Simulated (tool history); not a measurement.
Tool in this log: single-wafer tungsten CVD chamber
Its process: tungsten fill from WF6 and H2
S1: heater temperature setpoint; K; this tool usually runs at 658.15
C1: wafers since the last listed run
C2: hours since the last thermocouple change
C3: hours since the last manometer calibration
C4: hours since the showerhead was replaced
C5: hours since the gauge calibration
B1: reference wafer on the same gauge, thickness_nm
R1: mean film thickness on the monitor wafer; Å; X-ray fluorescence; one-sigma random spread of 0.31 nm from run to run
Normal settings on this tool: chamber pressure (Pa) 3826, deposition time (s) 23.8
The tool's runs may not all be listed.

{"run": 1, "hour": 0.0, "S1": 658.15, "chamber pressure (Pa)": 3826, "deposition time (s)": 23.8, "C1": 0, "C2": 713.9, "C3": 2230, "C4": 2222.3, "C5": 367.1, "B1": 53.465, "R1": 632.76}
{"run": 2, "hour": 22.5, "S1": 658.15, "chamber pressure (Pa)": 4533, "deposition time (s)": 23.8, "C1": 282, "C2": 736.4, "C3": 2252.5, "C4": 2244.8, "C5": 389.6, "B1": 53.365, "R1": 709.86}
{"run": 3, "hour": 42.7, "S1": 658.15, "chamber pressure (Pa)": 4533, "deposition time (s)": 23.8, "C1": 253, "C2": 756.6, "C3": 2272.7, "C4": 2265, "C5": 409.8, "B1": 53.476, "R1": 699.73}
{"run": 4, "hour": 69.5, "S1": 658.15, "chamber pressure (Pa)": 4533, "deposition time (s)": 23.8, "C1": 336, "C2": 783.4, "C3": 2299.5, "C4": 2291.8, "C5": 436.6, "B1": 53.389, "R1": 705.49}
{"run": 5, "hour": 96.5, "S1": 658.15, "chamber pressure (Pa)": 3826, "deposition time (s)": 23.8, "C1": 338, "C2": 810.4, "C3": 2326.5, "C4": 2318.8, "C5": 463.6, "B1": 53.399, "R1": 638.3}
{"hour": 106.3, "done": "gauge calibrated"}
{"run": 6, "hour": 116.6, "S1": 658.15, "chamber pressure (Pa)": 3826, "deposition time (s)": 23.8, "C1": 252, "C2": 830.5, "C3": 2346.6, "C4": 2338.9, "C5": 10.3, "B1": 53.347, "R1": 643.26}
{"run": 7, "hour": 132.4, "S1": 658.15, "chamber pressure (Pa)": 3826, "deposition time (s)": 23.8, "C1": 198, "C2": 846.3, "C3": 2362.4, "C4": 2354.7, "C5": 26.1, "B1": 53.389, "R1": 636.94}
{"run": 8, "hour": 153.2, "S1": 658.15, "chamber pressure (Pa)": 3826, "deposition time (s)": 22.5, "C1": 261, "C2": 867.1, "C3": 2383.2, "C4": 2375.5, "C5": 46.9, "B1": 53.439, "R1": 605.36}
{"run": 9, "hour": 167.9, "S1": 658.15, "chamber pressure (Pa)": 3826, "deposition time (s)": 22.5, "C1": 184, "C2": 881.8, "C3": 2397.9, "C4": 2390.2, "C5": 61.6, "B1": 53.399, "R1": 608.05}
{"run": 10, "hour": 193.1, "S1": 658.15, "chamber pressure (Pa)": 3826, "deposition time (s)": 22.5, "C1": 316, "C2": 907, "C3": 2423.1, "C4": 2415.4, "C5": 86.8, "B1": 53.346, "R1": 604.98}
{"run": 11, "hour": 219.4, "S1": 650.15, "chamber pressure (Pa)": 3826, "deposition time (s)": 21.3, "C1": 330, "C2": 933.3, "C3": 2449.4, "C4": 2441.7, "C5": 113.1, "B1": 53.357, "R1": 502.51}
{"run": 12, "hour": 254.3, "S1": 650.15, "chamber pressure (Pa)": 3826, "deposition time (s)": 21.3, "C1": 438, "C2": 968.2, "C3": 2484.3, "C4": 2476.6, "C5": 148, "B1": 53.396, "R1": 500.47}
{"run": 13, "hour": 281.4, "S1": 658.15, "chamber pressure (Pa)": 3626, "deposition time (s)": 23.8, "C1": 340, "C2": 995.3, "C3": 2511.4, "C4": 2503.7, "C5": 175.1, "B1": 53.489, "R1": 623.93}
{"run": 14, "hour": 299.0, "S1": 658.15, "chamber pressure (Pa)": 3826, "deposition time (s)": 23.8, "C1": 220, "C2": 1012.9, "C3": 2529, "C4": 2521.3, "C5": 192.7, "B1": 53.455, "R1": 641.09}
{"run": 15, "hour": 326.1, "S1": 665.15, "chamber pressure (Pa)": 2906, "deposition time (s)": 22.4, "C1": 340, "C2": 1040, "C3": 2556.1, "C4": 2548.4, "C5": 219.8, "B1": 53.415, "R1": 579.76}
{"run": 16, "hour": 341.3, "S1": 668.15, "chamber pressure (Pa)": 3826, "deposition time (s)": 23.8, "C1": 190, "C2": 1055.2, "C3": 2571.3, "C4": 2563.6, "C5": 235, "B1": 53.375, "R1": 756.35}
{"hour": 373.6, "done": "capacitance manometer re-zeroed and calibrated"}
{"run": 17, "hour": 374.7, "S1": 658.15, "chamber pressure (Pa)": 3826, "deposition time (s)": 28.2, "C1": 318, "C2": 1088.6, "C3": 1.1, "C4": 2597, "C5": 268.4, "B1": 53.475, "R1": 762.65}
{"run": 18, "hour": 397.7, "S1": 658.15, "chamber pressure (Pa)": 3466, "deposition time (s)": 21.2, "C1": 288, "C2": 1111.6, "C3": 24.1, "C4": 2620, "C5": 291.4, "B1": 53.373, "R1": 542.85}
{"hour": 420.4, "done": "thermocouple changed; heater temperature recalibrated"}
{"run": 19, "hour": 420.9, "S1": 669.15, "chamber pressure (Pa)": 3826, "deposition time (s)": 19.5, "C1": 190, "C2": 0.5, "C3": 47.3, "C4": 2643.2, "C5": 314.6, "B1": 53.384, "R1": 595.45}
{"run": 20, "hour": 443.2, "S1": 658.15, "chamber pressure (Pa)": 3826, "deposition time (s)": 23.8, "C1": 279, "C2": 22.8, "C3": 69.6, "C4": 2665.5, "C5": 336.9, "B1": 53.34, "R1": 607.19}
{"run": 21, "hour": 467.8, "S1": 663.15, "chamber pressure (Pa)": 3053, "deposition time (s)": 28.3, "C1": 308, "C2": 47.4, "C3": 94.2, "C4": 2690.1, "C5": 361.5, "B1": 53.383, "R1": 688.28}
{"run": 22, "hour": 483.5, "S1": 658.15, "chamber pressure (Pa)": 3826, "deposition time (s)": 27.5, "C1": 197, "C2": 63.1, "C3": 109.9, "C4": 2705.8, "C5": 377.2, "B1": 53.328, "R1": 701.65}
{"hour": 491.6, "done": "showerhead replaced"}
{"run": 23, "hour": 502.3, "S1": 658.15, "chamber pressure (Pa)": 3333, "deposition time (s)": 23.8, "C1": 135, "C2": 81.9, "C3": 128.7, "C4": 10.7, "C5": 396, "B1": 53.319, "R1": 564.55}
{"hour": 531.8, "done": "gauge calibrated"}
{"run": 24, "hour": 535.2, "S1": 663.15, "chamber pressure (Pa)": 3093, "deposition time (s)": 25.4, "C1": 413, "C2": 114.8, "C3": 161.6, "C4": 43.6, "C5": 3.4, "B1": 53.353, "R1": 630.64}
{"run": 25, "hour": 568.4, "S1": 669.15, "chamber pressure (Pa)": 3186, "deposition time (s)": 23.8, "C1": 416, "C2": 148, "C3": 194.8, "C4": 76.8, "C5": 36.6, "B1": 53.5, "R1": 664.8}
{"run": 26, "hour": 658.7, "S1": 658.15, "chamber pressure (Pa)": 3826, "deposition time (s)": 23.8, "C1": 1133, "C2": 238.3, "C3": 285.1, "C4": 167.1, "C5": 126.9, "B1": 53.41, "R1": 618.31}
{"run": 27, "hour": 683.2, "S1": 649.15, "chamber pressure (Pa)": 3826, "deposition time (s)": 23.8, "C1": 307, "C2": 262.8, "C3": 309.6, "C4": 191.6, "C5": 151.4, "B1": 53.398, "R1": 534.36}
{"run": 28, "hour": 697.0, "S1": 672.15, "chamber pressure (Pa)": 2866, "deposition time (s)": 22.1, "C1": 173, "C2": 276.6, "C3": 323.4, "C4": 205.4, "C5": 165.2, "B1": 53.299, "R1": 616.15}

Some steps in R1, run to run, broken into two amounts with sign: the step expected even without the hidden condition (settings, incoming material, random variation), and the rest, left for the hidden condition together with whatever gauge scatter is not in both the measured and the hidden-condition-free result:
Hidden conditions of the tool in this case: wafer temperature above the value expected at the setpoint (K); true pressure above the setpoint (%); gauge reads high (%).
Run 15 -> 16: S1 665.15 -> 668.15, chamber pressure (Pa) 2906 -> 3826, deposition time (s) 22.4 -> 23.8. R1 +176.59 Å: hidden state +9.88, all else +166.71.
Run 17 -> 18: chamber pressure (Pa) 3826 -> 3466, deposition time (s) 28.2 -> 21.2. R1 -219.8 Å: hidden state -13.04, all else -206.76.
Run 18 -> 19: S1 658.15 -> 669.15, chamber pressure (Pa) 3466 -> 3826, deposition time (s) 21.2 -> 19.5, thermocouple changed; heater temperature recalibrated. R1 +52.6 Å: hidden state -36.21, all else +88.81.

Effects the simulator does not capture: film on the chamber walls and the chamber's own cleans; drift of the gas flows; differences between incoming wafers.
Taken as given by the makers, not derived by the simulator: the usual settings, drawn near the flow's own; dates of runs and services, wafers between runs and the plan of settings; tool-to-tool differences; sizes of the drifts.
